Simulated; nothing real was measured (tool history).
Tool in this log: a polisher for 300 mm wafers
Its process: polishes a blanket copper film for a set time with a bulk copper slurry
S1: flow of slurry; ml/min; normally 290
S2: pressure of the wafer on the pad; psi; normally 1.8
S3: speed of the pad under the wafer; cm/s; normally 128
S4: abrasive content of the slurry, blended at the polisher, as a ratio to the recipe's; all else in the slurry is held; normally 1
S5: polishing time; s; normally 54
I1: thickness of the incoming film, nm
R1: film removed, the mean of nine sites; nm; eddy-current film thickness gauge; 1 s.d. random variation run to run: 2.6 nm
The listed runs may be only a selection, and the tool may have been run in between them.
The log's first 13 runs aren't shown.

Run 14, day 29.467: usual settings but S1 210 ml/min, S2 1.2 psi, S4 0.85, S5 44 s; I1 4285.9. Result: R1 235.8 nm.
At day 29.979: head pressure recalibrated.
Run 15, day 31.892: usual settings but S4 1.2; I1 4253.7. Result: R1 434.3 nm.
Run 16, day 33.742: usual settings but S1 325 ml/min, S3 142 cm/s, S5 61 s; I1 4341.8. Result: R1 531.3 nm.
Run 17, day 35.525: usual settings but S2 2.3 psi; I1 4299.2. Result: R1 543.3 nm.
Run 18, day 37.229: usual settings; I1 4301.9. Result: R1 432.8 nm.
Run 19, day 39.617: usual settings but S1 190 ml/min, S3 144 cm/s, S4 0.7, S5 38 s; I1 4323.8. Result: R1 309.9 nm.
At day 41.592: worn pad replaced by a new one.
Run 20, day 42.067: usual settings but S1 335 ml/min, S2 2 psi, S4 1.2; I1 4379.2. Result: R1 507.8 nm.
Run 21, day 44.712: usual settings; I1 4298. Result: R1 438.4 nm.
At day 45.983: slurry blender recalibrated.
Run 22, day 46.017: usual settings but S3 150 cm/s, S4 0.8, S5 43 s; I1 4326.2. Result: R1 390.6 nm.
At day 53.429: slurry nozzle cleaned.
Run 23, day 54.292: usual settings; I1 4339.9. Result: R1 448.1 nm.
Run 24, day 56.275: usual settings; I1 4292.6. Result: R1 443.2 nm.
Run 25, day 59.125: usual settings but S2 2.1 psi; I1 4370.3. Result: R1 518.7 nm.
Run 26, day 60.383: usual settings; I1 4255.6. Result: R1 448.1 nm.
At day 62.004: worn pad replaced by a new one.
At day 62.375: head pressure recalibrated.
At day 62.9: slurry blender recalibrated.
Run 27, day 62.971: usual settings but S2 2 psi, S4 0.75; I1 4396.7. Result: R1 432.9 nm.
Run 28, day 64.125: usual settings; I1 4270.5. Result: R1 420 nm.
Run 29, day 66.475: usual settings but S4 1.2; I1 4265.6. Result: R1 442.5 nm.
Run 30, day 67.55: usual settings but S1 245 ml/min; I1 4363.4. Result: R1 422.3 nm.
Run 31, day 70.417: usual settings but S4 1.1; I1 4343.2. Result: R1 444.7 nm.

Below are 3 alternative next runs, each starting from the tool's condition after run 31. Predict each:
Run A, day 70.433: usual settings; I1 4374.2. Result: R1 ?.
Run B, day 70.433: usual settings but S3 84 cm/s, S4 0.75; I1 4374.2. Result: R1 ?.
Run C, day 70.433: usual settings but S5 41 s; I1 4374.2. Result: R1 ?.

run     R1
  A  432.9
  B  266.7
  C  328.7
What these runs would have given with no unlogged condition in the tool:
run     R1
  A  413.3
  B  254.6
  C  313.8

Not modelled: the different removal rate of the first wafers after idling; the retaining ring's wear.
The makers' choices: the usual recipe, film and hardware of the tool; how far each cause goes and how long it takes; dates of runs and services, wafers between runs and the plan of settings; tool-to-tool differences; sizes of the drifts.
